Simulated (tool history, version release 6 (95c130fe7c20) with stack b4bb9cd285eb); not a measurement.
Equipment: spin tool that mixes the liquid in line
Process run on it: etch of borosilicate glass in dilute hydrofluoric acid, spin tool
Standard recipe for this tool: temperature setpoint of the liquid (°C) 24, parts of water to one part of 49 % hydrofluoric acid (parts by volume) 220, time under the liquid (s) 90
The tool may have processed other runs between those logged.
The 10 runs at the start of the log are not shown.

run	hour	temperature setpoint of the liquid (°C)	parts of water to one part of 49 % hydrofluoric acid (parts by volume)	time under the liquid (s)	wafers since the last listed run	hours since the thermometer was replaced	hours since the hydrofluoric acid flow meter was replaced	hours since the gauge calibration	read-back film thickness of the borosilicate glass reference wafer, read on the same gauge (nm)	thickness taken off the borosilicate glass on a monitor wafer (angstrom)
11	125.9	28.5	325	70	212	1551.6	1086.8	426.7	150.01	98.3
12	132.3	24	315	90	84	1558	1093.2	433.1	150	112.8
13	142.6	26.5	220	90	136	1568.3	1103.5	443.4	150	194.7
# hour 155.4: hydrofluoric acid flow meter replaced
14	159.5	26	220	90	210	1585.2	4.1	460.3	150.01	174.3
15	169.9	24	220	90	137	1595.6	14.5	470.7	150	161.8
16	183.9	26	125	125	185	1609.6	28.5	484.7	150.01	473.3
17	199.2	28.5	220	105	202	1624.9	43.8	500	150.01	222.2
18	215.1	24	175	90	210	1640.8	59.7	515.9	150.02	213.6
19	227.9	19.5	220	90	169	1653.6	72.5	528.7	149.98	137.6
20	244.7	20	190	40	222	1670.4	89.3	545.5	150.02	74.8
# hour 252.8: thermometer replaced
21	259.2	24	220	90	179	6.4	103.8	560	150	153.6
22	271.9	19.5	290	90	168	19.1	116.5	572.7	150.01	91.8
# hour 278.5: gauge calibrated
23	287.6	24	220	90	208	34.8	132.2	9.1	150.02	154
24	296.8	26.5	115	120	122	44	141.4	18.3	150.03	483
25	304.4	27.5	220	40	100	51.6	149	25.9	150	76.8
26	342.2	24	305	90	501	89.4	186.8	63.7	149.98	102.5
27	352	21	170	50	129	99.2	196.6	73.5	149.97	104.3
28	389.9	24	220	90	502	137.1	234.5	111.4	149.97	154.7
29	431.6	24	220	90	552	178.8	276.2	153.1	150.01	156.5
30	437.7	24	185	110	80	184.9	282.3	159.2	150.01	235.1
31	444.4	27.5	285	110	88	191.6	289	165.9	149.98	154.6
32	456.2	27.5	165	35	156	203.4	300.8	177.7	150	98.2

Branching from run 32: 5 alternative next runs. What would each branch give?
A	456.6	24	310	90	5	203.8	301.2	178.1	?	?
B	456.6	20	310	50	5	203.8	301.2	178.1	?	?
C	456.6	28.5	255	40	5	203.8	301.2	178.1	?	?
D	456.6	22	150	105	5	203.8	301.2	178.1	?	?
E	456.6	24	290	90	5	203.8	301.2	178.1	?	?

run	read-back film thickness of the borosilicate glass reference wafer, read on the same gauge (nm)	thickness taken off the borosilicate glass on a monitor wafer (angstrom)
A	150.01	101.5
B	150.01	49
C	150.01	67.6
D	150.01	267.5
E	150.01	110.6
Without the tool's unlogged condition, the same runs would have read:
run	thickness taken off the borosilicate glass on a monitor wafer (angstrom)
A	94.3
B	45.5
C	62.9
D	248.8
E	102.8
